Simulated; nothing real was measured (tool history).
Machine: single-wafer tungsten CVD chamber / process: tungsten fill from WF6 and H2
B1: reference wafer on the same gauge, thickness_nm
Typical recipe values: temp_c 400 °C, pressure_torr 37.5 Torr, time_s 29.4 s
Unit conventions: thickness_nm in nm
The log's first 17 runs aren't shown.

{"run": 18, "hour": 875.5, "temp_c": 400, "pressure_torr": 46.6, "time_s": 29.4, "B1": 102.068, "thickness_nm": 95.172}
{"run": 19, "hour": 909.8, "temp_c": 388, "pressure_torr": 37.5, "time_s": 29.4, "B1": 102.201, "thickness_nm": 71.287}
{"run": 20, "hour": 968.1, "temp_c": 400, "pressure_torr": 32.2, "time_s": 32.2, "B1": 102.126, "thickness_nm": 89.441}
{"run": 21, "hour": 1029.2, "temp_c": 413, "pressure_torr": 37.5, "time_s": 26.8, "B1": 102.122, "thickness_nm": 96.168}
{"hour": 1066.5, "done": "capacitance manometer re-zeroed and calibrated"}
{"run": 22, "hour": 1067.6, "temp_c": 400, "pressure_torr": 37.5, "time_s": 29.4, "B1": 102.1, "thickness_nm": 88.055}
{"run": 23, "hour": 1122.9, "temp_c": 400, "pressure_torr": 37.5, "time_s": 25.8, "B1": 102.127, "thickness_nm": 77.001}
{"hour": 1152.9, "done": "gauge calibrated"}
{"run": 24, "hour": 1188.3, "temp_c": 387, "pressure_torr": 28.7, "time_s": 29.4, "B1": 102.168, "thickness_nm": 63.397}
{"run": 25, "hour": 1224.0, "temp_c": 396, "pressure_torr": 40.6, "time_s": 25.7, "B1": 102.067, "thickness_nm": 74.309}
{"run": 26, "hour": 1273.7, "temp_c": 406, "pressure_torr": 37.5, "time_s": 29.4, "B1": 102.206, "thickness_nm": 96.375}
{"run": 27, "hour": 1328.8, "temp_c": 400, "pressure_torr": 37.5, "time_s": 29.4, "B1": 102.117, "thickness_nm": 87.226}
{"run": 28, "hour": 1377.1, "temp_c": 405, "pressure_torr": 32.6, "time_s": 35.2, "B1": 102.044, "thickness_nm": 107.28}
{"run": 29, "hour": 1412.7, "temp_c": 385, "pressure_torr": 34.9, "time_s": 31.5, "B1": 102.021, "thickness_nm": 70.918}
{"run": 30, "hour": 1450.3, "temp_c": 400, "pressure_torr": 37.5, "time_s": 29.4, "B1": 102.088, "thickness_nm": 87.32}
{"run": 31, "hour": 1515.1, "temp_c": 400, "pressure_torr": 37.5, "time_s": 29.4, "B1": 102.076, "thickness_nm": 87.429}
{"run": 32, "hour": 1552.3, "temp_c": 387, "pressure_torr": 46.2, "time_s": 25.5, "B1": 102.033, "thickness_nm": 66.259}
{"run": 33, "hour": 1611.9, "temp_c": 400, "pressure_torr": 37.5, "time_s": 29.4, "B1": 102.1, "thickness_nm": 87.206}

Forecast each of these 5 alternatives for the next run:
{"run": "A", "hour": 1612.3, "temp_c": 400, "pressure_torr": 32.5, "time_s": 29.4, "B1": "?", "thickness_nm": "?"}
{"run": "B", "hour": 1612.3, "temp_c": 414, "pressure_torr": 40.6, "time_s": 34.7, "B1": "?", "thickness_nm": "?"}
{"run": "C", "hour": 1612.3, "temp_c": 400, "pressure_torr": 32.2, "time_s": 29.4, "B1": "?", "thickness_nm": "?"}
{"run": "D", "hour": 1612.3, "temp_c": 387, "pressure_torr": 33.9, "time_s": 24.4, "B1": "?", "thickness_nm": "?"}
{"run": "E", "hour": 1612.3, "temp_c": 404, "pressure_torr": 37.5, "time_s": 25.2, "B1": "?", "thickness_nm": "?"}

run=A B1=102.044 thickness_nm=82.242
run=B B1=102.044 thickness_nm=131.620
run=C B1=102.044 thickness_nm=81.942
run=D B1=102.044 thickness_nm=55.830
run=E B1=102.044 thickness_nm=79.428
With no hidden state in the tool, these same runs would have given:
run=A thickness_nm=83.024
run=B thickness_nm=132.717
run=C thickness_nm=82.721
run=D thickness_nm=56.392
run=E thickness_nm=80.148
